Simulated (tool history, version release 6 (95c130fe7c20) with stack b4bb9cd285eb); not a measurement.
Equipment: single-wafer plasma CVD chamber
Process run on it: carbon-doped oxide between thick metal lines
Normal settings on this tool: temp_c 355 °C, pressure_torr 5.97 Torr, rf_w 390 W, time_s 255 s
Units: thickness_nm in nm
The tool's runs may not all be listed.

run,hour,temp_c,pressure_torr,rf_w,time_s,"read-back reference wafer on the same gauge, thickness_nm",thickness_nm
1,0,355,5.97,390,255,1270.506,1138.452
2,20.9,355,5.97,390,225,1272.151,1000.251
3,41.8,355,5.97,390,225,1269.424,999.544
4,68.9,355,5.97,390,225,1269.977,995.068
5,86.7,349,5.97,390,255,1269.669,1138.012
6,102.3,349,5.97,390,255,1271.522,1146.88
# hour 116.7: RF generator calibrated
7,117.2,355,5.97,390,255,1270.425,1166.661
8,135.5,355,5.97,390,255,1269.97,1173.234
9,153.2,355,5.97,355,255,1270.205,1109.563
10,182.2,355,5.01,390,255,1270.525,1145.034
11,215.1,355,5.97,390,255,1270.513,1168.214
12,233.2,355,7.02,390,255,1269.995,1183.029
# hour 257.6: showerhead replaced, of another model than before
13,261,355,5.14,435,255,1268.891,1209.515
14,289.4,355,5.97,390,255,1267.478,1163.884
15,302.8,341,5.19,390,296,1269.076,1396.28
16,319,355,5.97,420,255,1271.003,1200.517
17,334,362,5.97,390,255,1270.263,1143.996
# hour 380: thermocouple changed; heater temperature recalibrated
18,400.6,348,4.5,415,255,1269.818,1200.647
19,424.2,346,5.97,355,255,1267.942,1148.924
20,459.9,345,7.11,390,255,1269.633,1207.574
# hour 504.8: capacitance manometer re-zeroed and calibrated
# hour 527.3: gauge calibrated
21,545.4,355,5.14,390,208,1269.642,940.79
22,563.2,355,5.97,390,255,1269.138,1160.463
23,584.7,355,5.97,390,255,1270.758,1169.21
24,610.5,355,5.97,390,255,1269.213,1162.392
25,659.9,350,5.21,340,216,1269.603,931.61
26,680.6,347,5.31,390,255,1269.94,1174.039
27,698.9,355,5.97,390,255,1268.359,1154.915
28,727.2,355,5.97,390,255,1270.055,1158.256
29,747.3,347,5.97,390,255,1271.162,1184.1

3 ways to go on from here, each from the tool as it stands after run 29. What would each give?
A,747.8,355,5.97,325,255,?,?
B,747.8,363,5.97,390,255,?,?
C,747.8,364,5.28,315,255,?,?

run,"read-back reference wafer on the same gauge, thickness_nm",thickness_nm
A,1268.846,1077.784
B,1268.846,1135.951
C,1268.846,1036.005
With no hidden state in the tool, these same runs would have given:
run,thickness_nm
A,1088.62
B,1146.889
C,1046.421
